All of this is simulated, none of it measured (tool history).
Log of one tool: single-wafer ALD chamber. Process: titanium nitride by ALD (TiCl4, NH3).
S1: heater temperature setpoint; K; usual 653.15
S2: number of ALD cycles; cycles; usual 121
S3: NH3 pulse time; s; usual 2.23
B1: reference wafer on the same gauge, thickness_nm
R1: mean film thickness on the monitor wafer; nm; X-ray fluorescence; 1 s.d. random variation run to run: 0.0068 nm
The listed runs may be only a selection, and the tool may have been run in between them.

| run | hour | S1 | S2 | S3 | B1 | R1 |
|---|---|---|---|---|---|---|
| 1 | 0 | 659.15 | 127 | 2.23 | 2.429 | 2.86 |
| 2 | 79.9 | 653.15 | 121 | 2.23 | 2.429 | 2.706 |
|  | 136.9 | thermocouple changed; heater temperature recalibrated |
| 3 | 163.8 | 653.15 | 121 | 2.23 | 2.429 | 2.713 |
| 4 | 204.9 | 653.15 | 121 | 2.23 | 2.43 | 2.709 |
| 5 | 271.4 | 653.15 | 121 | 2.23 | 2.43 | 2.699 |
| 6 | 378.5 | 653.15 | 121 | 2.23 | 2.431 | 2.71 |
| 7 | 419.4 | 653.15 | 121 | 2.23 | 2.43 | 2.722 |
| 8 | 479.8 | 653.15 | 121 | 2.23 | 2.43 | 2.716 |
| 9 | 527.5 | 653.15 | 121 | 2.61 | 2.429 | 2.73 |
|  | 559.3 | gauge calibrated |
| 10 | 799.2 | 653.15 | 121 | 2.61 | 2.43 | 2.727 |
| 11 | 843.5 | 653.15 | 121 | 2.23 | 2.43 | 2.71 |
| 12 | 883 | 653.15 | 121 | 2.23 | 2.428 | 2.695 |
| 13 | 938.7 | 653.15 | 132 | 2.23 | 2.43 | 2.964 |
| 14 | 979.4 | 653.15 | 132 | 2.23 | 2.428 | 2.953 |
| 15 | 1035.8 | 653.15 | 121 | 2.23 | 2.432 | 2.701 |
| 16 | 1291.5 | 642.15 | 108 | 2.86 | 2.43 | 2.409 |
| 17 | 1339.6 | 653.15 | 121 | 2.61 | 2.43 | 2.723 |
| 18 | 1438 | 642.15 | 109 | 2.23 | 2.43 | 2.386 |
| 19 | 1487.7 | 662.15 | 139 | 2.85 | 2.43 | 3.171 |
| 20 | 1558.3 | 653.15 | 139 | 2.23 | 2.43 | 3.114 |
| 21 | 1618.4 | 653.15 | 138 | 2.23 | 2.43 | 3.094 |
| 22 | 1672.9 | 653.15 | 128 | 2.66 | 2.431 | 2.884 |
|  | 1727.4 | thermocouple changed; heater temperature recalibrated |
| 23 | 1761.4 | 665.15 | 110 | 3.07 | 2.429 | 2.516 |

Run 24 has not been measured yet. What should we expect?
| 24 | 1858.5 | 653.15 | 108 | 1.75 | ? | ? |

Run 24 measured B1 2.429, R1 2.375 nm.
Minus the tool's unlogged condition, the same run would have read R1 2.375 nm.
